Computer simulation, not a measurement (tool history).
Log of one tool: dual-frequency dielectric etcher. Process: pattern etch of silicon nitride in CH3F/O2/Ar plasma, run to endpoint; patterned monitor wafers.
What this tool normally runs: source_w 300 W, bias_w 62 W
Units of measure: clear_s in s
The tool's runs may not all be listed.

| run | day | source_w | bias_w | wafers since the last listed run | hours since the last wet clean | hours since the last source power generator calibration | hours since the last bias power generator calibration | hours since the last upper electrode change | incoming incoming film thickness, nm | clear_s |
|---|---|---|---|---|---|---|---|---|---|---|
| 1 | 0.000 | 300 | 62 | 0 | 56.4 | 1573.0 | 1890.1 | 2587.5 | 34.25 | 58.3 |
| 2 | 3.250 | 300 | 62 | 1335 | 134.4 | 1651.0 | 1968.1 | 2665.5 | 34.50 | 58.7 |
| 3 | 7.308 | 300 | 62 | 1668 | 231.8 | 1748.4 | 2065.5 | 2762.9 | 34.28 | 58.9 |
| 4 | 10.708 | 240 | 67 | 1397 | 313.4 | 1830.0 | 2147.1 | 2844.5 | 34.03 | 64.4 |
| 5 | 14.633 | 240 | 67 | 1613 | 407.6 | 1924.2 | 2241.3 | 2938.7 | 34.10 | 64.7 |
| 6 | 16.692 | 340 | 62 | 845 | 457.0 | 1973.6 | 2290.7 | 2988.1 | 34.13 | 54.2 |
|  | 20.779 | wet clean of the chamber |
|  | 21.083 | upper electrode replaced |
| 7 | 21.104 | 300 | 73 | 1277 | 7.8 | 2079.5 | 2396.6 | 0.5 | 34.08 | 55.7 |
| 8 | 23.650 | 270 | 62 | 1046 | 68.9 | 2140.6 | 2457.7 | 61.6 | 34.30 | 61.9 |
| 9 | 25.271 | 360 | 67 | 666 | 107.8 | 2179.5 | 2496.6 | 100.5 | 34.48 | 52.0 |
| 10 | 29.054 | 300 | 56 | 1554 | 198.6 | 2270.3 | 2587.4 | 191.3 | 34.27 | 59.1 |
| 11 | 31.838 | 300 | 52 | 1143 | 265.4 | 2337.1 | 2654.2 | 258.1 | 34.14 | 60.4 |
|  | 33.612 | bias power generator calibrated |
| 12 | 33.988 | 300 | 62 | 815 | 317.0 | 2388.7 | 9.0 | 309.7 | 34.41 | 58.8 |
| 13 | 35.675 | 360 | 74 | 693 | 357.5 | 2429.2 | 49.5 | 350.2 | 34.27 | 51.2 |
|  | 36.338 | source power generator calibrated |
| 14 | 38.246 | 270 | 55 | 988 | 419.2 | 45.8 | 111.2 | 411.9 | 34.15 | 63.0 |
| 15 | 41.129 | 330 | 67 | 1185 | 488.4 | 115.0 | 180.4 | 481.1 | 34.17 | 54.8 |
| 16 | 43.529 | 360 | 67 | 986 | 546.0 | 172.6 | 238.0 | 538.7 | 34.19 | 51.8 |
|  | 47.075 | wet clean of the chamber |
| 17 | 47.096 | 300 | 62 | 1054 | 0.5 | 258.2 | 323.6 | 624.3 | 33.93 | 57.6 |

What if the next run were any one of these 5? Each begins from the tool's condition after run 17:
| A | 47.112 | 330 | 62 | 6 | 0.9 | 258.6 | 324.0 | 624.7 | 33.90 | ? |
| B | 47.112 | 320 | 69 | 6 | 0.9 | 258.6 | 324.0 | 624.7 | 33.90 | ? |
| C | 47.112 | 350 | 57 | 6 | 0.9 | 258.6 | 324.0 | 624.7 | 33.90 | ? |
| D | 47.112 | 340 | 76 | 6 | 0.9 | 258.6 | 324.0 | 624.7 | 33.90 | ? |
| E | 47.112 | 300 | 53 | 6 | 0.9 | 258.6 | 324.0 | 624.7 | 33.90 | ? |

| run | clear_s |
|---|---|
| A | 55.8 |
| B | 55.4 |
| C | 55.1 |
| D | 52.5 |
| E | 60.5 |
With no hidden state in the tool, these same runs would have given:
| run | clear_s |
|---|---|
| A | 55.8 |
| B | 55.4 |
| C | 55.1 |
| D | 52.5 |
| E | 60.5 |
